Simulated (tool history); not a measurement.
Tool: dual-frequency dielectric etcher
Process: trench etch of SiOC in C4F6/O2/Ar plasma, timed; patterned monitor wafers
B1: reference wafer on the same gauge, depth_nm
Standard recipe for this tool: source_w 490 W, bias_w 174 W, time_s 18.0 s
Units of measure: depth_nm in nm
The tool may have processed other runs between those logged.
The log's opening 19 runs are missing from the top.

{"run": 20, "hour": 1374.1, "source_w": 430, "bias_w": 174, "time_s": 18.0, "B1": 47.4, "depth_nm": 38.16}
{"run": 21, "hour": 1481.5, "source_w": 600, "bias_w": 174, "time_s": 18.0, "B1": 47.26, "depth_nm": 41.59}
{"run": 22, "hour": 1546.6, "source_w": 420, "bias_w": 153, "time_s": 20.5, "B1": 47.37, "depth_nm": 40.88}
{"run": 23, "hour": 1625.2, "source_w": 570, "bias_w": 174, "time_s": 18.0, "B1": 47.4, "depth_nm": 41.18}
{"hour": 1746.6, "done": "wet clean of the chamber"}
{"run": 24, "hour": 1747.1, "source_w": 580, "bias_w": 174, "time_s": 16.5, "B1": 47.43, "depth_nm": 39.67}
{"run": 25, "hour": 1814.9, "source_w": 490, "bias_w": 174, "time_s": 18.0, "B1": 47.45, "depth_nm": 41.04}
{"run": 26, "hour": 1863.2, "source_w": 610, "bias_w": 174, "time_s": 16.5, "B1": 47.42, "depth_nm": 39.88}
{"run": 27, "hour": 1931.8, "source_w": 490, "bias_w": 163, "time_s": 16.0, "B1": 47.31, "depth_nm": 34.86}
{"run": 28, "hour": 2014.5, "source_w": 450, "bias_w": 135, "time_s": 18.0, "B1": 47.4, "depth_nm": 36.45}
{"run": 29, "hour": 2079.5, "source_w": 590, "bias_w": 199, "time_s": 14.5, "B1": 47.39, "depth_nm": 35.98}
{"run": 30, "hour": 2119.6, "source_w": 490, "bias_w": 174, "time_s": 18.0, "B1": 47.53, "depth_nm": 39.68}

4 options for the next run, each taken on its own from the tool as it stands now. Forecast them:
{"run": "A", "hour": 2120.0, "source_w": 490, "bias_w": 174, "time_s": 18.0, "B1": "?", "depth_nm": "?"}
{"run": "B", "hour": 2120.0, "source_w": 570, "bias_w": 174, "time_s": 23.5, "B1": "?", "depth_nm": "?"}
{"run": "C", "hour": 2120.0, "source_w": 520, "bias_w": 213, "time_s": 21.0, "B1": "?", "depth_nm": "?"}
{"run": "D", "hour": 2120.0, "source_w": 420, "bias_w": 174, "time_s": 22.5, "B1": "?", "depth_nm": "?"}

run=A B1=47.41 depth_nm=40.31
run=B B1=47.41 depth_nm=55.15
run=C B1=47.41 depth_nm=51.44
run=D B1=47.41 depth_nm=48.12
Without the tool's hidden state the same runs would have given:
run=A depth_nm=41.49
run=B depth_nm=56.76
run=C depth_nm=52.95
run=D depth_nm=49.53
